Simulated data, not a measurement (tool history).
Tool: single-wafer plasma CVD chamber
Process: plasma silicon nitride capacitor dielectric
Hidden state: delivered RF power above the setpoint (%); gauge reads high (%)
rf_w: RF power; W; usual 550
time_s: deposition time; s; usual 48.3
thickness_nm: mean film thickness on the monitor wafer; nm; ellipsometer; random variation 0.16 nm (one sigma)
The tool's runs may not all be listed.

run,day,rf_w,time_s,wafers since the last listed run,hours since the last RF generator calibration,hours since the showerhead was replaced,hours since the gauge calibration,"read-back reference wafer on the same gauge, thickness_nm",thickness_nm
1,0,610,44.3,0,1354.2,4608,255,81.804,66.303
2,1.092,610,44.3,303,1380.4,4634.2,281.2,81.779,66.294
3,2.125,610,44.3,287,1405.2,4659,306,81.795,66.201
4,3.15,500,43.8,285,1429.8,4683.6,330.6,81.813,60.872
5,4.517,500,43.8,380,1462.6,4716.4,363.4,81.803,60.49
6,5.288,500,43.8,214,1481.1,4734.9,381.9,81.791,61.021
7,6.562,550,48.3,354,1511.7,4765.5,412.5,81.805,69.081
8,7.117,550,48.3,154,1525,4778.8,425.8,81.846,69.248
9,8.4,480,48.3,357,1555.8,4809.6,456.6,81.802,65.79
10,9.583,550,48.3,329,1584.2,4838,485,81.697,69.263
# day 9.996: gauge calibrated
11,11.046,550,48.3,406,1619.3,4873.1,25.2,81.752,68.883
# day 11.592: RF generator calibrated
12,13.683,550,48.3,641,50.2,4936.4,88.5,81.764,70.963
13,14.65,590,53.3,268,73.4,4959.6,111.7,81.79,80.465
14,15.358,630,48.3,197,90.4,4976.6,128.7,81.728,74.59
15,15.983,550,48.3,173,105.4,4991.6,143.7,81.867,71.08
16,16.925,550,48.3,261,128,5014.2,166.3,81.824,70.763
17,17.529,655,57.2,168,142.5,5028.7,180.8,81.797,89.397
18,18.638,550,48.3,308,169.1,5055.3,207.4,81.747,70.968
19,19.254,605,48.3,171,183.9,5070.1,222.2,81.828,73.688
# day 21.088: showerhead replaced
20,21.521,465,48.3,537,238.3,10.4,276.6,81.782,66.703
21,22.754,510,51.8,343,267.9,40,306.2,81.79,74.277
22,25.233,550,41.4,689,327.4,99.5,365.7,81.8,60.688
23,26.525,550,48.3,359,358.4,130.5,396.7,81.833,70.762

Forecast each of these 5 alternatives for the next run:
A,26.542,550,48.3,4,358.8,130.9,397.1,?,?
B,26.542,550,40.4,4,358.8,130.9,397.1,?,?
C,26.542,600,53.2,4,358.8,130.9,397.1,?,?
D,26.542,640,42.2,4,358.8,130.9,397.1,?,?
E,26.542,655,56.5,4,358.8,130.9,397.1,?,?

run,"read-back reference wafer on the same gauge, thickness_nm",thickness_nm
A,81.711,71.043
B,81.711,59.423
C,81.711,80.68
D,81.711,65.447
E,81.711,88.328
Without the tool's hidden state the same runs would have given:
run,thickness_nm
A,71.257
B,59.602
C,80.923
D,65.645
E,88.594
